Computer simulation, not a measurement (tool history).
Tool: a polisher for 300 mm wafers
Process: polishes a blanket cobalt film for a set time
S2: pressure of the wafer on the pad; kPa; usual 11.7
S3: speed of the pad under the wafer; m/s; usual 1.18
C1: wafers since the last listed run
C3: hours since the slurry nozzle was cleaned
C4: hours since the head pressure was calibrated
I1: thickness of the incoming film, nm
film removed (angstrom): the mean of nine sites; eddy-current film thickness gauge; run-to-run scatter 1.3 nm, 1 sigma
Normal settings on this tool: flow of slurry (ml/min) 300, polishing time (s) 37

Run 1, day 0.000: usual settings but polishing time (s) 43; C1 0; wafers polished on this pad 1224; C3 11.2; C4 125.7; I1 707.5. Result: film removed (angstrom) 1894.
Run 2, day 2.138: usual settings but polishing time (s) 43; C1 694; wafers polished on this pad 1918; C3 62.5; C4 177.0; I1 714.2. Result: film removed (angstrom) 1893.
Run 3, day 4.396: usual settings but polishing time (s) 43; C1 733; wafers polished on this pad 2652; C3 116.7; C4 231.2; I1 709.3. Result: film removed (angstrom) 1961.
Run 4, day 8.250: usual settings but flow of slurry (ml/min) 345; C1 1251; wafers polished on this pad 3904; C3 209.2; C4 323.7; I1 715.9. Result: film removed (angstrom) 1726.
Run 5, day 9.858: usual settings but flow of slurry (ml/min) 345; C1 522; wafers polished on this pad 4426; C3 247.8; C4 362.3; I1 696.8. Result: film removed (angstrom) 1719.
Run 6, day 12.229: usual settings; C1 770; wafers polished on this pad 5196; C3 304.7; C4 419.2; I1 724.7. Result: film removed (angstrom) 1719.
Run 7, day 16.204: usual settings; C1 1291; wafers polished on this pad 6488; C3 400.1; C4 514.6; I1 715.9. Result: film removed (angstrom) 1734.
At day 17.392: worn pad replaced by a new one.
At day 22.958: slurry nozzle cleaned.
Run 8, day 25.992: usual settings; C1 3111; wafers polished on this pad 2780; C3 72.8; C4 749.5; I1 713.8. Result: film removed (angstrom) 1793.
Run 9, day 30.421: usual settings; C1 1438; wafers polished on this pad 4218; C3 179.1; C4 855.8; I1 706.5. Result: film removed (angstrom) 1818.
At day 32.746: head pressure recalibrated.
Run 10, day 33.250: usual settings; C1 891; wafers polished on this pad 5110; C3 247.0; C4 12.1; I1 693.9. Result: film removed (angstrom) 1597.
Run 11, day 35.904: usual settings but S2 11.0 kPa, S3 0.96 m/s; C1 862; wafers polished on this pad 5972; C3 310.7; C4 75.8; I1 722.0. Result: film removed (angstrom) 1332.
Run 12, day 37.804: usual settings; C1 617; wafers polished on this pad 6590; C3 356.3; C4 121.4; I1 710.6. Result: film removed (angstrom) 1614.
At day 39.888: worn pad replaced by a new one.
Run 13, day 41.729: usual settings; C1 1220; wafers polished on this pad 597; C3 450.5; C4 215.6; I1 718.7. Result: film removed (angstrom) 1623.
Run 14, day 43.562: usual settings; C1 595; wafers polished on this pad 1193; C3 494.5; C4 259.6; I1 707.6. Result: film removed (angstrom) 1690.
At day 43.696: slurry nozzle cleaned.
Run 15, day 46.221: usual settings; C1 849; wafers polished on this pad 2043; C3 60.6; C4 323.4; I1 703.1. Result: film removed (angstrom) 1681.
Run 16, day 48.658: usual settings; C1 791; wafers polished on this pad 2834; C3 119.1; C4 381.9; I1 698.4. Result: film removed (angstrom) 1692.
Run 17, day 56.183: usual settings but flow of slurry (ml/min) 350, S3 0.92 m/s, polishing time (s) 46; C1 2444; wafers polished on this pad 5279; C3 299.7; C4 562.5; I1 701.1. Result: film removed (angstrom) 1889.
At day 61.675: worn pad replaced by a new one.
At day 62.583: head pressure recalibrated.
At day 66.983: slurry nozzle cleaned.
Run 18, day 68.162: usual settings; C1 3796; wafers polished on this pad 2066; C3 28.3; C4 133.9; I1 721.3. Result: film removed (angstrom) 1637.
Run 19, day 69.721: usual settings but flow of slurry (ml/min) 345; C1 506; wafers polished on this pad 2573; C3 65.7; C4 171.3; I1 715.0. Result: film removed (angstrom) 1667.
Run 20, day 71.796: usual settings; C1 674; wafers polished on this pad 3247; C3 115.5; C4 221.1; I1 706.7. Result: film removed (angstrom) 1658.
Run 21, day 74.958: usual settings but S2 10.3 kPa, S3 1.44 m/s; C1 1027; wafers polished on this pad 4274; C3 191.4; C4 297.0; I1 714.0. Result: film removed (angstrom) 1666.
Run 22, day 77.404: usual settings but flow of slurry (ml/min) 210, S3 1.42 m/s, polishing time (s) 34; C1 794; wafers polished on this pad 5068; C3 250.1; C4 355.7; I1 702.3. Result: film removed (angstrom) 1677.
Run 23, day 79.267: usual settings but flow of slurry (ml/min) 375, S2 13.8 kPa, polishing time (s) 33; C1 604; wafers polished on this pad 5673; C3 294.8; C4 400.4; I1 722.7. Result: film removed (angstrom) 1815.
Run 24, day 82.400: usual settings but flow of slurry (ml/min) 260, S3 1.38 m/s; C1 1017; wafers polished on this pad 6691; C3 370.0; C4 475.6; I1 723.4. Result: film removed (angstrom) 1866.
Run 25, day 84.446: usual settings but S2 8.3 kPa, polishing time (s) 46; C1 664; wafers polished on this pad 7356; C3 419.1; C4 524.7; I1 712.7. Result: film removed (angstrom) 1511.
At day 86.521: worn pad replaced by a new one.
At day 87.588: slurry nozzle cleaned.
Run 26, day 87.833: usual settings but flow of slurry (ml/min) 385, S3 1.30 m/s, polishing time (s) 28; C1 1032; wafers polished on this pad 412; C3 5.9; C4 606.0; I1 701.9. Result: film removed (angstrom) 1446.
Run 27, day 90.758: usual settings; C1 950; wafers polished on this pad 1362; C3 76.1; C4 676.2; I1 715.7. Result: film removed (angstrom) 1752.
Run 28, day 93.138: usual settings; C1 772; wafers polished on this pad 2135; C3 133.2; C4 733.3; I1 702.9. Result: film removed (angstrom) 1788.
Run 29, day 96.375: usual settings but polishing time (s) 24; C1 1051; wafers polished on this pad 3187; C3 210.9; C4 811.0; I1 710.8. Result: film removed (angstrom) 1159.
Run 30, day 99.692: usual settings but polishing time (s) 50; C1 1077; wafers polished on this pad 4264; C3 290.5; C4 890.6; I1 718.2. Result: film removed (angstrom) 2468.
At day 99.888: head pressure recalibrated.
Run 31, day 102.158: usual settings but S2 14.5 kPa; C1 774; wafers polished on this pad 5038; C3 349.7; C4 54.5; I1 708.2. Result: film removed (angstrom) 2008.
Run 32, day 106.554: usual settings; C1 1427; wafers polished on this pad 6466; C3 455.2; C4 160.0; I1 716.0. Result: film removed (angstrom) 1649.
At day 106.821: slurry nozzle cleaned.
At day 107.921: worn pad replaced by a new one.
Run 33, day 109.004: usual settings; C1 728; wafers polished on this pad 351; C3 52.4; C4 218.8; I1 713.9. Result: film removed (angstrom) 1682.

How the hidden state differs across the entries between the runs, from the last listed run before each to the first after it:
Runs 7 to 8: worn pad replaced by a new one (day 17.392); slurry nozzle cleaned (day 22.958)
  deviation of the head's pressure from its setpoint, %: 7.13 -> 10.6
  difference, measured minus the result without the unlogged condition, film removed (angstrom): +115 -> +171
Runs 9 to 10: head pressure recalibrated (day 32.746)
  deviation of the head's pressure from its setpoint, %: 12.2 -> -0.871
  difference, measured minus the result without the unlogged condition, film removed (angstrom): +197 -> -14
Runs 12 to 13: worn pad replaced by a new one (day 39.888)
  deviation of the head's pressure from its setpoint, %: 0.74 -> 2.13
  difference, measured minus the result without the unlogged condition, film removed (angstrom): +12 -> +34
Runs 14 to 15: slurry nozzle cleaned (day 43.696)
  deviation of the head's pressure from its setpoint, %: 2.78 -> 3.72
  difference, measured minus the result without the unlogged condition, film removed (angstrom): +46 -> +60
Runs 17 to 18: worn pad replaced by a new one (day 61.675); head pressure recalibrated (day 62.583); slurry nozzle cleaned (day 66.983)
  deviation of the head's pressure from its setpoint, %: 7.24 -> 1.25
  difference, measured minus the result without the unlogged condition, film removed (angstrom): +127 -> +20
Runs 25 to 26: worn pad replaced by a new one (day 86.521); slurry nozzle cleaned (day 87.588)
  deviation of the head's pressure from its setpoint, %: 7.01 -> 8.2
  difference, measured minus the result without the unlogged condition, film removed (angstrom): +99 -> +109
Runs 30 to 31: head pressure recalibrated (day 99.888)
  deviation of the head's pressure from its setpoint, %: 12.4 -> 0.483
  difference, measured minus the result without the unlogged condition, film removed (angstrom): +272 -> +10
Runs 32 to 33: slurry nozzle cleaned (day 106.821); worn pad replaced by a new one (day 107.921)
  deviation of the head's pressure from its setpoint, %: 2.04 -> 2.9
  difference, measured minus the result without the unlogged condition, film removed (angstrom): +33 -> +48
